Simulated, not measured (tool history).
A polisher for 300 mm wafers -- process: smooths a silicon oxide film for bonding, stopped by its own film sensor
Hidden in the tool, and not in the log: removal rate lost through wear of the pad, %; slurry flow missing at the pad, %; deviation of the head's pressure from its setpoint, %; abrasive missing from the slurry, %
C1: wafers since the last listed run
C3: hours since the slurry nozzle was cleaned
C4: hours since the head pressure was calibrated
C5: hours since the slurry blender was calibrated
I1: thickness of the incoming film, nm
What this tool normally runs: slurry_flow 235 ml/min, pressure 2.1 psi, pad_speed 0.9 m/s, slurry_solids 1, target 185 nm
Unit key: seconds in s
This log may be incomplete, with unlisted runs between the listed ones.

run 1 day=0 | slurry_flow=260 pressure=2.1 pad_speed=0.9 slurry_solids=1 target=185 | C1=0 wafers_polished_on_this_pad=1340 C3=167.8 C4=522.6 C5=202.8 | I1=237.6 | seconds=82.7
run 2 day=1.083 | slurry_flow=235 pressure=2.1 pad_speed=0.9 slurry_solids=0.8 target=185 | C1=278 wafers_polished_on_this_pad=1618 C3=193.8 C4=548.6 C5=228.8 | I1=243.6 | seconds=103.9
run 3 day=2.838 | slurry_flow=235 pressure=2.1 pad_speed=0.9 slurry_solids=0.8 target=185 | C1=450 wafers_polished_on_this_pad=2069 C3=235.9 C4=590.7 C5=270.9 | I1=236.6 | seconds=93
-- day=3.292 slurry blender recalibrated
-- day=3.658 worn pad replaced by a new one
run 4 day=4.304 | slurry_flow=235 pressure=2.1 pad_speed=0.9 slurry_solids=1 target=175 | C1=312 wafers_polished_on_this_pad=166 C3=271.1 C4=625.9 C5=24.3 | I1=239.9 | seconds=95.6
run 5 day=5.571 | slurry_flow=235 pressure=2.1 pad_speed=0.9 slurry_solids=1 target=175 | C1=325 wafers_polished_on_this_pad=491 C3=301.5 C4=656.3 C5=54.7 | I1=241.9 | seconds=103
run 6 day=6.971 | slurry_flow=235 pressure=2.1 pad_speed=0.9 slurry_solids=1 target=175 | C1=359 wafers_polished_on_this_pad=851 C3=335.1 C4=689.9 C5=88.3 | I1=241 | seconds=101.6
run 7 day=8.404 | slurry_flow=235 pressure=2.1 pad_speed=0.9 slurry_solids=1 target=185 | C1=368 wafers_polished_on_this_pad=1219 C3=369.5 C4=724.3 C5=122.7 | I1=239.6 | seconds=85.6
run 8 day=8.912 | slurry_flow=235 pressure=2.1 pad_speed=0.9 slurry_solids=1 target=185 | C1=130 wafers_polished_on_this_pad=1349 C3=381.7 C4=736.5 C5=134.9 | I1=240.4 | seconds=87
run 9 day=9.954 | slurry_flow=215 pressure=2.1 pad_speed=0.9 slurry_solids=1 target=185 | C1=267 wafers_polished_on_this_pad=1617 C3=406.7 C4=761.5 C5=159.9 | I1=244 | seconds=96.1
run 10 day=10.75 | slurry_flow=295 pressure=1.4 pad_speed=0.9 slurry_solids=1.3 target=185 | C1=204 wafers_polished_on_this_pad=1821 C3=425.8 C4=780.6 C5=179 | I1=236.9 | seconds=93.8
-- day=11.883 worn pad replaced by a new one
run 11 day=11.904 | slurry_flow=235 pressure=1.6 pad_speed=0.9 slurry_solids=1.15 target=185 | C1=253 wafers_polished_on_this_pad=4 C3=453.5 C4=808.3 C5=206.7 | I1=239.5 | seconds=91.8
-- day=12.096 slurry nozzle cleaned
-- day=12.1 head pressure recalibrated
-- day=12.55 slurry blender recalibrated
run 12 day=13.3 | slurry_flow=235 pressure=2.4 pad_speed=1.2 slurry_solids=1.2 target=185 | C1=325 wafers_polished_on_this_pad=330 C3=28.9 C4=28.8 C5=18 | I1=237.8 | seconds=54.7
run 13 day=14.212 | slurry_flow=305 pressure=1.8 pad_speed=0.9 slurry_solids=1 target=191 | C1=234 wafers_polished_on_this_pad=564 C3=50.8 C4=50.7 C5=39.9 | I1=235.9 | seconds=74.3
run 14 day=15.404 | slurry_flow=235 pressure=2.1 pad_speed=0.9 slurry_solids=1 target=185 | C1=306 wafers_polished_on_this_pad=870 C3=79.4 C4=79.3 C5=68.5 | I1=239.5 | seconds=84.8
run 15 day=16.525 | slurry_flow=235 pressure=2.1 pad_speed=0.9 slurry_solids=1 target=185 | C1=287 wafers_polished_on_this_pad=1158 C3=106.3 C4=106.2 C5=95.4 | I1=235.4 | seconds=79
run 16 day=17.554 | slurry_flow=235 pressure=2.1 pad_speed=0.9 slurry_solids=1 target=185 | C1=264 wafers_polished_on_this_pad=1422 C3=131 C4=130.9 C5=120.1 | I1=237.8 | seconds=83.1
run 17 day=18.471 | slurry_flow=235 pressure=1.7 pad_speed=0.9 slurry_solids=1 target=200 | C1=235 wafers_polished_on_this_pad=1658 C3=153 C4=152.9 C5=142.1 | I1=235.4 | seconds=64.9
run 18 day=19.542 | slurry_flow=235 pressure=2.1 pad_speed=0.9 slurry_solids=1 target=196 | C1=275 wafers_polished_on_this_pad=1933 C3=178.7 C4=178.6 C5=167.8 | I1=237.8 | seconds=68
run 19 day=20.338 | slurry_flow=235 pressure=2.1 pad_speed=1.12 slurry_solids=1 target=185 | C1=204 wafers_polished_on_this_pad=2137 C3=197.8 C4=197.7 C5=186.9 | I1=239.9 | seconds=76.7
-- day=20.762 worn pad replaced by a new one
run 20 day=20.892 | slurry_flow=235 pressure=2.1 pad_speed=0.9 slurry_solids=1 target=185 | C1=99 wafers_polished_on_this_pad=33 C3=211.1 C4=211 C5=200.2 | I1=240.6 | seconds=82.2
run 21 day=22.321 | slurry_flow=235 pressure=2.1 pad_speed=0.62 slurry_solids=1 target=185 | C1=367 wafers_polished_on_this_pad=400 C3=245.4 C4=245.3 C5=234.5 | I1=237.7 | seconds=103
run 22 day=23 | slurry_flow=180 pressure=1.8 pad_speed=0.9 slurry_solids=1.25 target=185 | C1=174 wafers_polished_on_this_pad=574 C3=261.7 C4=261.6 C5=250.8 | I1=236.9 | seconds=84.8
-- day=23.788 slurry blender recalibrated
run 23 day=24.012 | slurry_flow=285 pressure=2.1 pad_speed=0.9 slurry_solids=1 target=185 | C1=238 wafers_polished_on_this_pad=813 C3=286 C4=285.9 C5=5.4 | I1=242.2 | seconds=84.3
run 24 day=24.892 | slurry_flow=235 pressure=2.1 pad_speed=0.6 slurry_solids=1 target=185 | C1=225 wafers_polished_on_this_pad=1039 C3=307.1 C4=307 C5=26.5 | I1=239.4 | seconds=111
run 25 day=27.396 | slurry_flow=290 pressure=2.1 pad_speed=0.66 slurry_solids=1.15 target=171 | C1=643 wafers_polished_on_this_pad=1682 C3=367.2 C4=367.1 C5=86.6 | I1=237.5 | seconds=123.7
-- day=28.517 worn pad replaced by a new one
run 26 day=28.538 | slurry_flow=235 pressure=2.1 pad_speed=0.9 slurry_solids=1 target=185 | C1=250 wafers_polished_on_this_pad=5 C3=394.6 C4=394.5 C5=114 | I1=236 | seconds=75.1
run 27 day=29.488 | slurry_flow=235 pressure=2.1 pad_speed=0.9 slurry_solids=1 target=202 | C1=244 wafers_polished_on_this_pad=249 C3=417.4 C4=417.3 C5=136.8 | I1=240.1 | seconds=55.8
run 28 day=30.096 | slurry_flow=210 pressure=1.5 pad_speed=0.82 slurry_solids=1 target=199 | C1=156 wafers_polished_on_this_pad=406 C3=432 C4=431.9 C5=151.4 | I1=239.8 | seconds=83.6
run 29 day=30.6 | slurry_flow=235 pressure=1.9 pad_speed=0.9 slurry_solids=1 target=193 | C1=129 wafers_polished_on_this_pad=535 C3=444.1 C4=444 C5=163.5 | I1=241.9 | seconds=82

Forecast each of these 5 alternatives for the next run:
run A day=30.617 | slurry_flow=235 pressure=2.1 pad_speed=0.9 slurry_solids=1 target=185 | C1=4 wafers_polished_on_this_pad=539 C3=444.5 C4=444.4 C5=163.9 | I1=240.7 | seconds=?
run B day=30.617 | slurry_flow=210 pressure=2.5 pad_speed=1.04 slurry_solids=1 target=197 | C1=4 wafers_polished_on_this_pad=539 C3=444.5 C4=444.4 C5=163.9 | I1=240.7 | seconds=?
run C day=30.617 | slurry_flow=190 pressure=2.5 pad_speed=0.9 slurry_solids=1.2 target=167 | C1=4 wafers_polished_on_this_pad=539 C3=444.5 C4=444.4 C5=163.9 | I1=240.7 | seconds=?
run D day=30.617 | slurry_flow=235 pressure=2.1 pad_speed=1.18 slurry_solids=1 target=185 | C1=4 wafers_polished_on_this_pad=539 C3=444.5 C4=444.4 C5=163.9 | I1=240.7 | seconds=?
run E day=30.617 | slurry_flow=165 pressure=2.1 pad_speed=0.9 slurry_solids=1 target=193 | C1=4 wafers_polished_on_this_pad=539 C3=444.5 C4=444.4 C5=163.9 | I1=240.7 | seconds=?

run=A seconds=85.9
run=B seconds=54.2
run=C seconds=95.5
run=D seconds=70.5
run=E seconds=77.6
With the hidden condition removed and each run's random variation left untouched, the same runs would have given:
run=A seconds=84.2
run=B seconds=53.1
run=C seconds=93.6
run=D seconds=69
run=E seconds=76.1
